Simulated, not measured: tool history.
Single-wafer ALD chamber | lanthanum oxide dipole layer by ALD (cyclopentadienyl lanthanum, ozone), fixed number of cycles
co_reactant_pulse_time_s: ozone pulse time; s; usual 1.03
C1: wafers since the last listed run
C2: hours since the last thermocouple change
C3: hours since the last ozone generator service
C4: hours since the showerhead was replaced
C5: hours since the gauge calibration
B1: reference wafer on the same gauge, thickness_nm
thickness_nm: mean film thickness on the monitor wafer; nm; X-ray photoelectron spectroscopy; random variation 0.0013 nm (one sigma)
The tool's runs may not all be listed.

run 1 hour=0 | co_reactant_pulse_time_s=1.03 | C1=0 C2=734.7 C3=927.6 C4=5508.1 C5=659.8 | B1=0.566 | thickness_nm=0.559
run 2 hour=39.6 | co_reactant_pulse_time_s=1.24 | C1=1042 C2=774.3 C3=967.2 C4=5547.7 C5=699.4 | B1=0.566 | thickness_nm=0.589
run 3 hour=109.1 | co_reactant_pulse_time_s=1.24 | C1=1828 C2=843.8 C3=1036.7 C4=5617.2 C5=768.9 | B1=0.567 | thickness_nm=0.59
run 4 hour=172.1 | co_reactant_pulse_time_s=1.24 | C1=1657 C2=906.8 C3=1099.7 C4=5680.2 C5=831.9 | B1=0.567 | thickness_nm=0.592
run 5 hour=218.2 | co_reactant_pulse_time_s=1.03 | C1=1213 C2=952.9 C3=1145.8 C4=5726.3 C5=878 | B1=0.567 | thickness_nm=0.559
-- hour=238.2 thermocouple changed; heater temperature recalibrated
run 6 hour=287.6 | co_reactant_pulse_time_s=1.03 | C1=1615 C2=49.4 C3=1215.2 C4=5795.7 C5=947.4 | B1=0.567 | thickness_nm=0.557
run 7 hour=339.8 | co_reactant_pulse_time_s=1.03 | C1=1373 C2=101.6 C3=1267.4 C4=5847.9 C5=999.6 | B1=0.567 | thickness_nm=0.558
run 8 hour=397.8 | co_reactant_pulse_time_s=1.03 | C1=1526 C2=159.6 C3=1325.4 C4=5905.9 C5=1057.6 | B1=0.567 | thickness_nm=0.559
run 9 hour=443.8 | co_reactant_pulse_time_s=0.73 | C1=1210 C2=205.6 C3=1371.4 C4=5951.9 C5=1103.6 | B1=0.567 | thickness_nm=0.47
run 10 hour=508.3 | co_reactant_pulse_time_s=0.73 | C1=1697 C2=270.1 C3=1435.9 C4=6016.4 C5=1168.1 | B1=0.567 | thickness_nm=0.468
-- hour=576.9 gauge calibrated
run 11 hour=577.7 | co_reactant_pulse_time_s=1.03 | C1=1826 C2=339.5 C3=1505.3 C4=6085.8 C5=0.8 | B1=0.561 | thickness_nm=0.552
run 12 hour=638.1 | co_reactant_pulse_time_s=1.03 | C1=1589 C2=399.9 C3=1565.7 C4=6146.2 C5=61.2 | B1=0.562 | thickness_nm=0.554
run 13 hour=674.5 | co_reactant_pulse_time_s=1.03 | C1=957 C2=436.3 C3=1602.1 C4=6182.6 C5=97.6 | B1=0.563 | thickness_nm=0.555
run 14 hour=707.4 | co_reactant_pulse_time_s=1.32 | C1=865 C2=469.2 C3=1635 C4=6215.5 C5=130.5 | B1=0.563 | thickness_nm=0.595
run 15 hour=736.7 | co_reactant_pulse_time_s=1.43 | C1=771 C2=498.5 C3=1664.3 C4=6244.8 C5=159.8 | B1=0.563 | thickness_nm=0.604
run 16 hour=806.2 | co_reactant_pulse_time_s=0.83 | C1=1828 C2=568 C3=1733.8 C4=6314.3 C5=229.3 | B1=0.564 | thickness_nm=0.502
run 17 hour=850.4 | co_reactant_pulse_time_s=1.34 | C1=1163 C2=612.2 C3=1778 C4=6358.5 C5=273.5 | B1=0.564 | thickness_nm=0.6
run 18 hour=879.8 | co_reactant_pulse_time_s=1.03 | C1=773 C2=641.6 C3=1807.4 C4=6387.9 C5=302.9 | B1=0.565 | thickness_nm=0.555
-- hour=912.8 ozone generator serviced
run 19 hour=932.8 | co_reactant_pulse_time_s=1.39 | C1=1184 C2=694.6 C3=20 C4=6440.9 C5=355.9 | B1=0.565 | thickness_nm=0.605
run 20 hour=1094.5 | co_reactant_pulse_time_s=1.21 | C1=4255 C2=856.3 C3=181.7 C4=6602.6 C5=517.6 | B1=0.566 | thickness_nm=0.588
-- hour=1103.3 showerhead replaced
-- hour=1125.6 thermocouple changed; heater temperature recalibrated
run 21 hour=1128 | co_reactant_pulse_time_s=0.68 | C1=460 C2=2.4 C3=215.2 C4=24.7 C5=551.1 | B1=0.566 | thickness_nm=0.445
run 22 hour=1167.1 | co_reactant_pulse_time_s=1.03 | C1=1028 C2=41.5 C3=254.3 C4=63.8 C5=590.2 | B1=0.566 | thickness_nm=0.557
run 23 hour=1210.2 | co_reactant_pulse_time_s=0.86 | C1=1134 C2=84.6 C3=297.4 C4=106.9 C5=633.3 | B1=0.566 | thickness_nm=0.514
run 24 hour=1247.6 | co_reactant_pulse_time_s=1.03 | C1=984 C2=122 C3=334.8 C4=144.3 C5=670.7 | B1=0.567 | thickness_nm=0.557
run 25 hour=1311.4 | co_reactant_pulse_time_s=1.43 | C1=1678 C2=185.8 C3=398.6 C4=208.1 C5=734.5 | B1=0.567 | thickness_nm=0.61
run 26 hour=1381 | co_reactant_pulse_time_s=0.8 | C1=1831 C2=255.4 C3=468.2 C4=277.7 C5=804.1 | B1=0.567 | thickness_nm=0.495
run 27 hour=1433.8 | co_reactant_pulse_time_s=1.16 | C1=1389 C2=308.2 C3=521 C4=330.5 C5=856.9 | B1=0.568 | thickness_nm=0.583

What the log doesn't show, run by run:
wafer temperature above the value expected at the setpoint (K): 0 in every run
ozone dose above that of a generator just serviced (%): 0 in every run
H1: gauge reads high (%)
run=1 H1=1.13
run=2 H1=1.16
run=3 H1=1.2
run=4 H1=1.23
run=5 H1=1.25
run=6 H1=1.28
run=7 H1=1.3
run=8 H1=1.32
run=9 H1=1.33
run=10 H1=1.34
run=11 H1=0.193
run=12 H1=0.354
run=13 H1=0.442
run=14 H1=0.515
run=15 H1=0.576
run=16 H1=0.706
run=17 H1=0.78
run=18 H1=0.825
run=19 H1=0.899
run=20 H1=1.08
run=21 H1=1.11
run=22 H1=1.14
run=23 H1=1.17
run=24 H1=1.2
run=25 H1=1.24
run=26 H1=1.28
run=27 H1=1.3

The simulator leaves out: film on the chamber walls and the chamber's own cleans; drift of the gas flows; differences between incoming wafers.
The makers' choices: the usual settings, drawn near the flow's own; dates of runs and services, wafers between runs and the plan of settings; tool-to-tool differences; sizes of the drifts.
